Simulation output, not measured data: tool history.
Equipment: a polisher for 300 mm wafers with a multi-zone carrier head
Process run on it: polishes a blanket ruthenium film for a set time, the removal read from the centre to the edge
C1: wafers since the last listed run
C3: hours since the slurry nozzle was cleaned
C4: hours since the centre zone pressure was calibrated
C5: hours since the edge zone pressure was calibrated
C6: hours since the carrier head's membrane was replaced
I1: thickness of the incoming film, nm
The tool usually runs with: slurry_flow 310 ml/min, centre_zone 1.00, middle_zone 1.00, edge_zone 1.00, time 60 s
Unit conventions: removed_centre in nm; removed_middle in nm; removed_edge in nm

run 1 hour=0.0 | slurry_flow=240 centre_zone=0.92 middle_zone=1.09 edge_zone=1.00 time=60 | C1=0 wafers_polished_on_this_pad=351 C3=404.8 C4=290.5 C5=689.6 C6=152.2 | I1=297.3 | removed_centre=52.2 removed_middle=60.3 removed_edge=59.1
run 2 hour=60.7 | slurry_flow=310 centre_zone=1.00 middle_zone=0.91 edge_zone=1.00 time=60 | C1=582 wafers_polished_on_this_pad=933 C3=465.5 C4=351.2 C5=750.3 C6=212.9 | I1=304.3 | removed_centre=56.6 removed_middle=54.5 removed_edge=58.6
-- hour=89.4 edge zone pressure recalibrated
run 3 hour=116.4 | slurry_flow=280 centre_zone=1.00 middle_zone=0.89 edge_zone=1.00 time=39 | C1=514 wafers_polished_on_this_pad=1448 C3=521.2 C4=406.9 C5=27.0 C6=268.6 | I1=297.5 | removed_centre=36.7 removed_middle=34.5 removed_edge=37.9
run 4 hour=169.8 | slurry_flow=310 centre_zone=1.00 middle_zone=1.07 edge_zone=1.08 time=60 | C1=512 wafers_polished_on_this_pad=1960 C3=574.6 C4=460.3 C5=80.4 C6=322.0 | I1=297.1 | removed_centre=57.3 removed_middle=60.6 removed_edge=62.5
run 5 hour=224.1 | slurry_flow=240 centre_zone=0.92 middle_zone=1.09 edge_zone=1.00 time=60 | C1=520 wafers_polished_on_this_pad=2481 C3=628.9 C4=514.6 C5=134.7 C6=376.3 | I1=304.3 | removed_centre=51.4 removed_middle=60.3 removed_edge=57.5
run 6 hour=306.7 | slurry_flow=310 centre_zone=1.03 middle_zone=0.90 edge_zone=1.00 time=77 | C1=792 wafers_polished_on_this_pad=3273 C3=711.5 C4=597.2 C5=217.3 C6=458.9 | I1=298.2 | removed_centre=75.5 removed_middle=67.1 removed_edge=75.4
-- hour=321.4 slurry nozzle cleaned
run 7 hour=566.1 | slurry_flow=310 centre_zone=0.91 middle_zone=1.00 edge_zone=0.94 time=60 | C1=2478 wafers_polished_on_this_pad=5751 C3=244.7 C4=856.6 C5=476.7 C6=718.3 | I1=296.2 | removed_centre=52.3 removed_middle=56.9 removed_edge=57.0
run 8 hour=670.6 | slurry_flow=310 centre_zone=1.00 middle_zone=1.00 edge_zone=1.00 time=48 | C1=1002 wafers_polished_on_this_pad=6753 C3=349.2 C4=961.1 C5=581.2 C6=822.8 | I1=303.8 | removed_centre=44.0 removed_middle=45.0 removed_edge=46.0
-- hour=727.8 worn pad replaced by a new one
run 9 hour=739.1 | slurry_flow=310 centre_zone=1.00 middle_zone=1.00 edge_zone=1.00 time=60 | C1=618 wafers_polished_on_this_pad=108 C3=417.7 C4=1029.6 C5=649.7 C6=891.3 | I1=301.6 | removed_centre=58.9 removed_middle=58.0 removed_edge=60.1
run 10 hour=787.6 | slurry_flow=310 centre_zone=1.00 middle_zone=1.00 edge_zone=1.00 time=60 | C1=465 wafers_polished_on_this_pad=573 C3=466.2 C4=1078.1 C5=698.2 C6=939.8 | I1=300.1 | removed_centre=58.7 removed_middle=57.7 removed_edge=61.3
run 11 hour=831.3 | slurry_flow=275 centre_zone=1.00 middle_zone=1.00 edge_zone=1.00 time=75 | C1=419 wafers_polished_on_this_pad=992 C3=509.9 C4=1121.8 C5=741.9 C6=983.5 | I1=301.2 | removed_centre=70.1 removed_middle=72.3 removed_edge=73.4
-- hour=877.3 carrier head's membrane replaced by a new one
-- hour=886.3 centre zone pressure recalibrated
run 12 hour=896.5 | slurry_flow=275 centre_zone=0.96 middle_zone=1.10 edge_zone=1.10 time=60 | C1=558 wafers_polished_on_this_pad=1550 C3=575.1 C4=10.2 C5=807.1 C6=19.2 | I1=296.2 | removed_centre=54.6 removed_middle=61.1 removed_edge=62.0
run 13 hour=932.8 | slurry_flow=310 centre_zone=0.94 middle_zone=1.00 edge_zone=1.12 time=41 | C1=348 wafers_polished_on_this_pad=1898 C3=611.4 C4=46.5 C5=843.4 C6=55.5 | I1=306.4 | removed_centre=36.5 removed_middle=39.3 removed_edge=42.6
-- hour=950.9 edge zone pressure recalibrated
-- hour=1083.2 slurry nozzle cleaned
run 14 hour=1186.9 | slurry_flow=310 centre_zone=1.11 middle_zone=0.91 edge_zone=1.00 time=76 | C1=2408 wafers_polished_on_this_pad=4306 C3=103.7 C4=300.6 C5=236.0 C6=309.6 | I1=301.8 | removed_centre=79.0 removed_middle=68.6 removed_edge=73.7
run 15 hour=1236.0 | slurry_flow=310 centre_zone=1.00 middle_zone=0.96 edge_zone=0.89 time=73 | C1=470 wafers_polished_on_this_pad=4777 C3=152.8 C4=349.7 C5=285.1 C6=358.7 | I1=298.3 | removed_centre=68.5 removed_middle=67.9 removed_edge=67.1
run 16 hour=1314.4 | slurry_flow=355 centre_zone=1.04 middle_zone=1.08 edge_zone=1.00 time=74 | C1=751 wafers_polished_on_this_pad=5529 C3=231.2 C4=428.1 C5=363.5 C6=437.1 | I1=300.4 | removed_centre=73.1 removed_middle=73.6 removed_edge=71.2
run 17 hour=1356.0 | slurry_flow=310 centre_zone=1.00 middle_zone=1.00 edge_zone=1.06 time=80 | C1=398 wafers_polished_on_this_pad=5928 C3=272.8 C4=469.7 C5=405.1 C6=478.7 | I1=298.7 | removed_centre=74.9 removed_middle=75.2 removed_edge=79.6
run 18 hour=1402.1 | slurry_flow=310 centre_zone=1.00 middle_zone=1.00 edge_zone=1.00 time=60 | C1=442 wafers_polished_on_this_pad=6370 C3=318.9 C4=515.8 C5=451.2 C6=524.8 | I1=298.4 | removed_centre=53.9 removed_middle=56.4 removed_edge=57.0
run 19 hour=1464.3 | slurry_flow=310 centre_zone=1.00 middle_zone=1.08 edge_zone=0.92 time=60 | C1=596 wafers_polished_on_this_pad=6966 C3=381.1 C4=578.0 C5=513.4 C6=587.0 | I1=298.0 | removed_centre=55.0 removed_middle=58.9 removed_edge=55.9
run 20 hour=1519.2 | slurry_flow=310 centre_zone=1.00 middle_zone=1.00 edge_zone=1.00 time=79 | C1=526 wafers_polished_on_this_pad=7493 C3=436.0 C4=632.9 C5=568.3 C6=641.9 | I1=298.1 | removed_centre=71.7 removed_middle=74.0 removed_edge=77.0
-- hour=1562.2 worn pad replaced by a new one
run 21 hour=1606.5 | slurry_flow=310 centre_zone=1.00 middle_zone=1.00 edge_zone=1.00 time=67 | C1=798 wafers_polished_on_this_pad=424 C3=523.3 C4=720.2 C5=655.6 C6=729.2 | I1=306.3 | removed_centre=65.3 removed_middle=66.0 removed_edge=67.0
run 22 hour=1711.7 | slurry_flow=225 centre_zone=1.04 middle_zone=0.88 edge_zone=1.00 time=51 | C1=1008 wafers_polished_on_this_pad=1433 C3=628.5 C4=825.4 C5=760.8 C6=834.4 | I1=301.1 | removed_centre=50.5 removed_middle=43.9 removed_edge=50.0

How the hidden state differs across the entries between the runs, from the last listed run before each to the first after it:
Runs 2 to 3: edge zone pressure recalibrated (hour 89.4)
  removal rate lost through wear of the pad, %: 0.843 -> 1.17
  measured value less the no-hidden-state value, removed_centre: -0.5 -> -0.4 nm; removed_middle: -0.4 -> -0.4 nm; removed_edge: -0.5 -> -0.5 nm
Runs 6 to 7: slurry nozzle cleaned (hour 321.4)
  removal rate lost through wear of the pad, %: 2.3 -> 3.84
  measured value less the no-hidden-state value, removed_centre: -1.8 -> -2.1 nm; removed_middle: -1.6 -> -2.3 nm; removed_edge: -1.8 -> -2.2 nm
Runs 8 to 9: worn pad replaced by a new one (hour 727.8)
  removal rate lost through wear of the pad, %: 4.46 -> 0.257
  measured value less the no-hidden-state value, removed_centre: -2.1 -> -0.2 nm; removed_middle: -2.1 -> -0.2 nm; removed_edge: -2.2 -> -0.1 nm
Runs 11 to 12: carrier head's membrane replaced by a new one (hour 877.3); centre zone pressure recalibrated (hour 886.3)
  removal rate lost through wear of the pad, %: 0.804 -> 1.19
  measured value less the no-hidden-state value, removed_centre: -0.6 -> -0.7 nm; removed_middle: -0.6 -> -0.8 nm; removed_edge: -0.6 -> -0.8 nm
Runs 13 to 14: edge zone pressure recalibrated (hour 950.9); slurry nozzle cleaned (hour 1083.2)
  removal rate lost through wear of the pad, %: 1.41 -> 2.91
  measured value less the no-hidden-state value, removed_centre: -0.5 -> -2.4 nm; removed_middle: -0.6 -> -2.1 nm; removed_edge: -0.6 -> -2.2 nm
Runs 20 to 21: worn pad replaced by a new one (hour 1562.2)
  removal rate lost through wear of the pad, %: 4.89 -> 0.467
  measured value less the no-hidden-state value, removed_centre: -3.7 -> -0.3 nm; removed_middle: -3.8 -> -0.3 nm; removed_edge: -4.0 -> -0.3 nm

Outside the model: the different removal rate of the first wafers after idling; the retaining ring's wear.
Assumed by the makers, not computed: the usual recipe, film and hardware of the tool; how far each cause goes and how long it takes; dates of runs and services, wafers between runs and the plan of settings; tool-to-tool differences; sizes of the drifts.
